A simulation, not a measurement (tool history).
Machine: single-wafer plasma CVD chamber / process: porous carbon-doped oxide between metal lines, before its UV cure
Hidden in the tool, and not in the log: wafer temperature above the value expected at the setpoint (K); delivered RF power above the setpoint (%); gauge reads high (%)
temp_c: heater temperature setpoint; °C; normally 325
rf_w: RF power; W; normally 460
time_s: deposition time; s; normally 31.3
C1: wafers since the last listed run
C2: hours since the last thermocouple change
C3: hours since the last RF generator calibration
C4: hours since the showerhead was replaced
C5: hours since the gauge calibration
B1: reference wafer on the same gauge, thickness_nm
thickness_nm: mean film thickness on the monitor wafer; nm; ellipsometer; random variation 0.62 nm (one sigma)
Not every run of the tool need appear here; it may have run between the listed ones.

{"run": 1, "hour": 0.0, "temp_c": 325, "rf_w": 460, "time_s": 33.6, "C1": 0, "C2": 1594.7, "C3": 1197, "C4": 2563.8, "C5": 272.7, "B1": 146.147, "thickness_nm": 130.155}
{"run": 2, "hour": 61.9, "temp_c": 325, "rf_w": 460, "time_s": 31.3, "C1": 1825, "C2": 1656.6, "C3": 1258.9, "C4": 2625.7, "C5": 334.6, "B1": 146.208, "thickness_nm": 122.69}
{"run": 3, "hour": 107.6, "temp_c": 325, "rf_w": 460, "time_s": 31.3, "C1": 1347, "C2": 1702.3, "C3": 1304.6, "C4": 2671.4, "C5": 380.3, "B1": 146.205, "thickness_nm": 121.91}
{"run": 4, "hour": 132.7, "temp_c": 325, "rf_w": 460, "time_s": 31.3, "C1": 740, "C2": 1727.4, "C3": 1329.7, "C4": 2696.5, "C5": 405.4, "B1": 145.929, "thickness_nm": 121.147}
{"run": 5, "hour": 201.4, "temp_c": 325, "rf_w": 460, "time_s": 31.3, "C1": 2026, "C2": 1796.1, "C3": 1398.4, "C4": 2765.2, "C5": 474.1, "B1": 145.881, "thickness_nm": 121.542}
{"run": 6, "hour": 254.9, "temp_c": 325, "rf_w": 460, "time_s": 31.3, "C1": 1577, "C2": 1849.6, "C3": 1451.9, "C4": 2818.7, "C5": 527.6, "B1": 145.964, "thickness_nm": 121.784}
{"hour": 317.8, "done": "showerhead replaced, of another model than before"}
{"run": 7, "hour": 451.1, "temp_c": 325, "rf_w": 460, "time_s": 31.3, "C1": 5550, "C2": 2045.8, "C3": 1648.1, "C4": 133.3, "C5": 723.8, "B1": 145.949, "thickness_nm": 116.21}
{"hour": 485.9, "done": "gauge calibrated"}
{"hour": 504.6, "done": "thermocouple changed; heater temperature recalibrated"}
{"run": 8, "hour": 510.1, "temp_c": 325, "rf_w": 485, "time_s": 31.3, "C1": 1504, "C2": 5.5, "C3": 1707.1, "C4": 192.3, "C5": 24.2, "B1": 145.99, "thickness_nm": 122.846}
{"run": 9, "hour": 562.3, "temp_c": 325, "rf_w": 460, "time_s": 31.3, "C1": 1539, "C2": 57.7, "C3": 1759.3, "C4": 244.5, "C5": 76.4, "B1": 146.121, "thickness_nm": 115.297}
{"run": 10, "hour": 596.2, "temp_c": 325, "rf_w": 395, "time_s": 27.9, "C1": 999, "C2": 91.6, "C3": 1793.2, "C4": 278.4, "C5": 110.3, "B1": 146.051, "thickness_nm": 87.54}
{"run": 11, "hour": 625.7, "temp_c": 320, "rf_w": 540, "time_s": 35.6, "C1": 870, "C2": 121.1, "C3": 1822.7, "C4": 307.9, "C5": 139.8, "B1": 145.803, "thickness_nm": 154.034}
{"hour": 653.6, "done": "RF generator calibrated"}
{"run": 12, "hour": 660.7, "temp_c": 325, "rf_w": 510, "time_s": 35, "C1": 796, "C2": 156.1, "C3": 7.1, "C4": 342.9, "C5": 174.8, "B1": 146.107, "thickness_nm": 154.538}
{"run": 13, "hour": 708.4, "temp_c": 325, "rf_w": 485, "time_s": 31.3, "C1": 1406, "C2": 203.8, "C3": 54.8, "C4": 390.6, "C5": 222.5, "B1": 146.107, "thickness_nm": 134.118}
{"run": 14, "hour": 739.6, "temp_c": 325, "rf_w": 380, "time_s": 31.3, "C1": 920, "C2": 235, "C3": 86, "C4": 421.8, "C5": 253.7, "B1": 145.947, "thickness_nm": 103.607}
{"run": 15, "hour": 778.1, "temp_c": 325, "rf_w": 460, "time_s": 33, "C1": 1135, "C2": 273.5, "C3": 124.5, "C4": 460.3, "C5": 292.2, "B1": 145.964, "thickness_nm": 134.209}
{"run": 16, "hour": 824.7, "temp_c": 338, "rf_w": 400, "time_s": 31.3, "C1": 1374, "C2": 320.1, "C3": 171.1, "C4": 506.9, "C5": 338.8, "B1": 146.122, "thickness_nm": 103.942}
{"run": 17, "hour": 876.7, "temp_c": 312, "rf_w": 520, "time_s": 33.4, "C1": 1533, "C2": 372.1, "C3": 223.1, "C4": 558.9, "C5": 390.8, "B1": 145.659, "thickness_nm": 159.861}

Some steps in thickness_nm between neighbouring runs. How much of each would the tool show without its hidden state too (settings, what came in, random variation), and how much is left for the hidden state, with any gauge scatter that isn't in both results?
Run 10 -> 11: temp_c 325 -> 320, rf_w 395 -> 540, time_s 27.9 -> 35.6. thickness_nm +66.494 nm: hidden state -4.593, all else +71.087.
Run 11 -> 12: temp_c 320 -> 325, rf_w 540 -> 510, time_s 35.6 -> 35, RF generator calibrated. thickness_nm +0.504 nm: hidden state +14.109, all else -13.605.
